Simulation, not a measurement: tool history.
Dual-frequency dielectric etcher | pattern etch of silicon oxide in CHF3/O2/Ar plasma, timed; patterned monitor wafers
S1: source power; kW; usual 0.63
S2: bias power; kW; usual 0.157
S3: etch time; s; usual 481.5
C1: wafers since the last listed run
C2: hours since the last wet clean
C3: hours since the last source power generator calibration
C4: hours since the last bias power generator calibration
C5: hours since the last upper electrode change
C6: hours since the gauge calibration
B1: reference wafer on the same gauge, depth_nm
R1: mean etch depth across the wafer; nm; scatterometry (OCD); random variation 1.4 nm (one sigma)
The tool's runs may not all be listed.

run,day,S1,S2,S3,C1,C2,C3,C4,C5,C6,B1,R1
1,0,0.63,0.157,590,0,409.1,4876.1,2695.2,5243.2,268.2,783.8,1190.9
2,0.696,0.7,0.133,481.5,81,425.8,4892.8,2711.9,5259.9,284.9,784.2,953.9
3,1.271,0.7,0.133,481.5,67,439.6,4906.6,2725.7,5273.7,298.7,783.9,955.8
4,1.604,0.63,0.157,391.5,39,447.6,4914.6,2733.7,5281.7,306.7,784,788.8
# day 1.85: bias power generator calibrated
5,2.212,0.63,0.157,391.5,51,462.2,4929.2,8.7,5296.3,321.3,783.7,790.2
# day 2.408: source power generator calibrated
6,2.625,0.63,0.157,391.5,28,472.1,5.2,18.6,5306.2,331.2,784.2,792.4
7,3.142,0.75,0.157,481.5,60,484.5,17.6,31,5318.6,343.6,784.1,1040
8,3.538,0.75,0.157,481.5,46,494,27.1,40.5,5328.1,353.1,784.2,1041.9
# day 4.021: gauge calibrated
9,4.521,0.75,0.157,481.5,115,517.6,50.7,64.1,5351.7,12,784.3,1037.7
# day 5.821: wet clean of the chamber
10,5.838,0.63,0.143,376.5,37,0.4,82.3,95.7,5383.3,43.6,783.8,729
11,6.396,0.63,0.157,481.5,65,13.8,95.7,109.1,5396.7,57,783.8,965.8
12,6.988,0.51,0.176,435,69,28,109.9,123.3,5410.9,71.2,784,835.1
13,7.625,0.63,0.157,481.5,74,43.3,125.2,138.6,5426.2,86.5,784.2,964.2
14,7.904,0.71,0.193,380,32,50,131.9,145.3,5432.9,93.2,783.9,853.8
15,8.404,0.47,0.139,338,58,62,143.9,157.3,5444.9,105.2,783.8,580.4
# day 10.454: upper electrode replaced
16,10.475,0.69,0.119,611,125,111.7,193.6,207,0.5,154.9,783.6,1156.7
17,10.492,0.72,0.157,555,1,112.1,194,207.4,0.9,155.3,784.2,1169.7
18,10.721,0.63,0.134,481.5,26,117.6,199.5,212.9,6.4,160.8,783.9,914.8
19,11.071,0.78,0.157,481.5,41,126,207.9,221.3,14.8,169.2,783.8,1045.2
20,11.433,0.55,0.141,361.5,42,134.7,216.6,230,23.5,177.9,783.7,665.1
21,11.712,0.63,0.157,613.5,32,141.4,223.3,236.7,30.2,184.6,784.2,1230
22,12.046,0.58,0.157,481.5,39,149.4,231.3,244.7,38.2,192.6,784.1,936
23,13.408,0.63,0.157,584,159,182.1,264,277.4,70.9,225.3,783.6,1169.4
24,13.946,0.76,0.157,481.5,63,195,276.9,290.3,83.8,238.2,784.1,1038.7
25,14.225,0.63,0.157,481.5,32,201.7,283.6,297,90.5,244.9,784,968.4
26,14.946,0.63,0.157,590,84,219,300.9,314.3,107.8,262.2,784.2,1183.8
27,16.271,0.68,0.193,481.5,155,250.8,332.7,346.1,139.6,294,784,1071.8
28,16.529,0.5,0.12,374,30,257,338.9,352.3,145.8,300.2,783.7,627.2
29,16.812,0.73,0.157,481.5,33,263.8,345.7,359.1,152.6,307,784.2,1020.2

Forecast each of these 5 alternatives for the next run:
A,16.838,0.55,0.157,481.5,2,264.4,346.3,359.7,153.2,307.6,?,?
B,16.838,0.53,0.157,442,2,264.4,346.3,359.7,153.2,307.6,?,?
C,16.838,0.72,0.157,481.5,2,264.4,346.3,359.7,153.2,307.6,?,?
D,16.838,0.79,0.175,481.5,2,264.4,346.3,359.7,153.2,307.6,?,?
E,16.838,0.5,0.176,441,2,264.4,346.3,359.7,153.2,307.6,?,?

run,B1,R1
A,784.3,921.5
B,784.3,834.1
C,784.3,1020.9
D,784.3,1097.7
E,784.3,847.6
Without the tool's hidden state the same runs would have given:
run,R1
A,915
B,828.2
C,1013.7
D,1090
E,841.7
